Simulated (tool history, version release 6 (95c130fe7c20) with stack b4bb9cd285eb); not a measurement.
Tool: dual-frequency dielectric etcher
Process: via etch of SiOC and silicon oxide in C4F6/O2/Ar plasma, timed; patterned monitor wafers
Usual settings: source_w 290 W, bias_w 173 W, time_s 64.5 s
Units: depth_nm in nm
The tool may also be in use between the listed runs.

run,hour,source_w,bias_w,time_s,wafers since the last listed run,hours since the last wet clean,hours since the last source power generator calibration,hours since the last bias power generator calibration,hours since the last upper electrode change,hours since the gauge calibration,"read-back reference wafer on the same gauge, depth_nm",depth_nm
1,0.0,290,173,64.5,0,372.2,1769.7,945.5,3420.2,1319.8,52.5,55.2
# hour 91.8: wet clean of the chamber
2,92.3,290,173,64.5,854,0.5,1862.0,1037.8,3512.5,1412.1,52.5,55.4
3,149.9,250,157,64.5,720,58.1,1919.6,1095.4,3570.1,1469.7,52.4,51.9
4,256.9,250,157,64.5,1338,165.1,2026.6,1202.4,3677.1,1576.7,52.4,51.6
5,340.6,250,157,64.5,1046,248.8,2110.3,1286.1,3760.8,1660.4,52.4,51.6
6,425.0,290,173,59.5,1055,333.2,2194.7,1370.5,3845.2,1744.8,52.4,51.2
7,510.5,290,173,59.5,1069,418.7,2280.2,1456.0,3930.7,1830.3,52.4,51.1
# hour 583.4: wet clean of the chamber
8,601.0,290,173,59.5,831,17.6,2370.7,1546.5,4021.2,1920.8,52.3,50.9
9,678.0,290,173,64.5,962,94.6,2447.7,1623.5,4098.2,1997.8,52.3,55.4
10,717.2,290,173,64.5,490,133.8,2486.9,1662.7,4137.4,2037.0,52.3,55.2
# hour 739.7: gauge calibrated
11,782.5,290,202,64.5,816,199.1,2552.2,1728.0,4202.7,42.8,53.4,59.2
12,878.3,290,202,64.5,1198,294.9,2648.0,1823.8,4298.5,138.6,53.2,59.0
# hour 947.8: upper electrode replaced
13,975.6,290,173,64.5,916,392.2,2745.3,1921.1,27.8,235.9,53.0,55.9
# hour 1037.8: wet clean of the chamber
14,1050.7,290,193,64.5,639,12.9,2820.4,1996.2,102.9,311.0,52.9,57.8
# hour 1084.2: bias power generator calibrated
15,1121.2,240,213,57.0,831,83.4,2890.9,37.0,173.4,381.5,52.8,50.9
16,1216.5,290,173,64.5,1191,178.7,2986.2,132.3,268.7,476.8,52.6,55.7
17,1259.2,350,151,52.5,533,221.4,3028.9,175.0,311.4,519.5,52.6,45.3
18,1320.0,340,173,64.5,760,282.2,3089.7,235.8,372.2,580.3,52.6,57.8
19,1406.0,290,173,64.5,1075,368.2,3175.7,321.8,458.2,666.3,52.4,55.3
20,1475.8,290,132,78.0,872,438.0,3245.5,391.6,528.0,736.1,52.4,61.2
# hour 1527.0: wet clean of the chamber
# hour 1529.4: source power generator calibrated
21,1563.8,290,173,46.0,770,36.8,34.4,479.6,616.0,824.1,52.3,39.4
22,1653.1,290,206,64.5,1116,126.1,123.7,568.9,705.3,913.4,52.3,58.4
23,1751.2,290,213,55.0,1226,224.2,221.8,667.0,803.4,1011.5,52.2,50.5
24,1816.3,290,161,49.5,814,289.3,286.9,732.1,868.5,1076.6,52.2,41.4
# hour 1955.7: wet clean of the chamber
25,2021.2,270,173,78.5,2262,65.5,491.8,937.0,1073.4,1281.5,52.1,65.6
26,2106.3,290,173,64.5,1064,150.6,576.9,1022.1,1158.5,1366.6,52.0,54.9

How the hidden state differs across the entries between the runs, from the last listed run before each to the first after it:
Between runs 1 and 2: wet clean of the chamber (hour 91.8)
  gauge reads high (%): -2.42 -> -2.48
  measured less the result without the state, depth_nm: -1.3 -> -1.4 nm
Between runs 7 and 8: wet clean of the chamber (hour 583.4)
  gauge reads high (%): -2.68 -> -2.72
  measured less the result without the state, depth_nm: -1.4 -> -1.4 nm
Between runs 10 and 11: gauge calibrated (hour 739.7)
  gauge reads high (%): -2.75 -> -0.755
  measured less the result without the state, depth_nm: -1.6 -> -0.4 nm
Between runs 12 and 13: upper electrode replaced (hour 947.8)
  gauge reads high (%): -1.13 -> -1.46
  measured less the result without the state, depth_nm: -0.7 -> -0.8 nm
Between runs 13 and 14: wet clean of the chamber (hour 1037.8)
  gauge reads high (%): -1.46 -> -1.69
  measured less the result without the state, depth_nm: -0.8 -> -1.0 nm
Between runs 14 and 15: bias power generator calibrated (hour 1084.2)
  gauge reads high (%): -1.69 -> -1.88
  measured less the result without the state, depth_nm: -1.0 -> -0.9 nm
Between runs 20 and 21: wet clean of the chamber (hour 1527.0); source power generator calibrated (hour 1529.4)
  gauge reads high (%): -2.62 -> -2.75
  measured less the result without the state, depth_nm: -1.6 -> -1.1 nm
Between runs 24 and 25: wet clean of the chamber (hour 1955.7)
  gauge reads high (%): -3.06 -> -3.24
  measured less the result without the state, depth_nm: -1.3 -> -2.2 nm

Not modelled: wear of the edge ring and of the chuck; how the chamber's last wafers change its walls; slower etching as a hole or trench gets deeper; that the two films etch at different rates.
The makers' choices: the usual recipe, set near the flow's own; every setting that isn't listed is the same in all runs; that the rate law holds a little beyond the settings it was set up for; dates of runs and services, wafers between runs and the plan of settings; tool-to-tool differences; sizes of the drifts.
